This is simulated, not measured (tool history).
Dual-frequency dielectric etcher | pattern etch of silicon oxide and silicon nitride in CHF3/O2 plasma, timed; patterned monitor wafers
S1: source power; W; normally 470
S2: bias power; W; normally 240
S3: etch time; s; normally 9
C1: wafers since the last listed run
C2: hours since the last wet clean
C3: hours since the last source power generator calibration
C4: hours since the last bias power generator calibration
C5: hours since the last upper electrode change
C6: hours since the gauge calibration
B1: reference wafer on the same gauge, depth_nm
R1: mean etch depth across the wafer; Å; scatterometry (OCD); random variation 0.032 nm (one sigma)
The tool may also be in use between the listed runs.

run,hour,S1,S2,S3,C1,C2,C3,C4,C5,C6,B1,R1
1,0,470,240,9,0,175.4,4455.3,2393.6,4365.2,345.9,12,137.1
2,22.5,470,240,9,268,197.9,4477.8,2416.1,4387.7,368.4,12,136.8
3,37,470,240,9,173,212.4,4492.3,2430.6,4402.2,382.9,12.01,136.2
4,72.1,470,272,10.5,419,247.5,4527.4,2465.7,4437.3,418,12,167.5
5,104,380,240,9,381,279.4,4559.3,2497.6,4469.2,449.9,12,129.9
6,120,380,240,9,191,295.4,4575.3,2513.6,4485.2,465.9,12,130.1
7,144.3,380,240,9,290,319.7,4599.6,2537.9,4509.5,490.2,12,129.4
8,173.9,470,287,9,353,349.3,4629.2,2567.5,4539.1,519.8,12,147.9
9,188.8,470,240,10.5,178,364.2,4644.1,2582.4,4554,534.7,12,160.1
# hour 211.4: source power generator calibrated
10,211.9,470,240,10.5,228,387.3,0.5,2605.5,4577.1,557.8,12,160.1
# hour 222.4: gauge calibrated
11,232.3,470,197,9,243,407.7,20.9,2625.9,4597.5,9.9,12,127.5
# hour 273.2: wet clean of the chamber
12,273.7,410,240,9,208,0.5,62.3,2667.3,4638.9,51.3,12,130.2
13,292.3,400,240,9,222,19.1,80.9,2685.9,4657.5,69.9,12,129.7
14,318.5,470,240,9,313,45.3,107.1,2712.1,4683.7,96.1,12,135.9
15,344.6,470,189,11,312,71.4,133.2,2738.2,4709.8,122.2,12,150.9
16,376.6,510,240,9,382,103.4,165.2,2770.2,4741.8,154.2,12,139
# hour 416.7: upper electrode replaced
17,417.2,470,240,9,198,144,205.8,2810.8,0.5,194.8,12,135.9
18,417.5,370,240,9,3,144.3,206.1,2811.1,0.8,195.1,12,127.5
19,433.1,350,240,9,186,159.9,221.7,2826.7,16.4,210.7,12,126
# hour 443.9: bias power generator calibrated
20,453,560,298,7.5,190,179.8,241.6,9.1,36.3,230.6,12,129.3
21,475.8,510,199,6.5,272,202.6,264.4,31.9,59.1,253.4,12,93.1
22,503.5,470,240,9,331,230.3,292.1,59.6,86.8,281.1,12,135.4
23,534.2,420,240,9,366,261,322.8,90.3,117.5,311.8,12,132.5
24,555.3,590,258,11.5,252,282.1,343.9,111.4,138.6,332.9,12,191
25,570.5,470,240,9,181,297.3,359.1,126.6,153.8,348.1,12,136.7
26,591,510,194,10.5,245,317.8,379.6,147.1,174.3,368.6,12.01,150.9
27,611.4,470,240,9,243,338.2,400,167.5,194.7,389,12,136.6

What if the next run were any one of these 4? Each begins from the tool's condition after run 27:
A,611.8,470,268,9,4,338.6,400.4,167.9,195.1,389.4,?,?
B,611.8,430,181,10.5,4,338.6,400.4,167.9,195.1,389.4,?,?
C,611.8,410,193,9,4,338.6,400.4,167.9,195.1,389.4,?,?
D,611.8,470,295,10.5,4,338.6,400.4,167.9,195.1,389.4,?,?

run,B1,R1
A,12,143
B,12,139.7
C,12,121.2
D,12,173.4
Stripped of hidden state, with their random variation kept, the same runs would have yielded:
run,R1
A,141.8
B,138.5
C,120.2
D,171.8
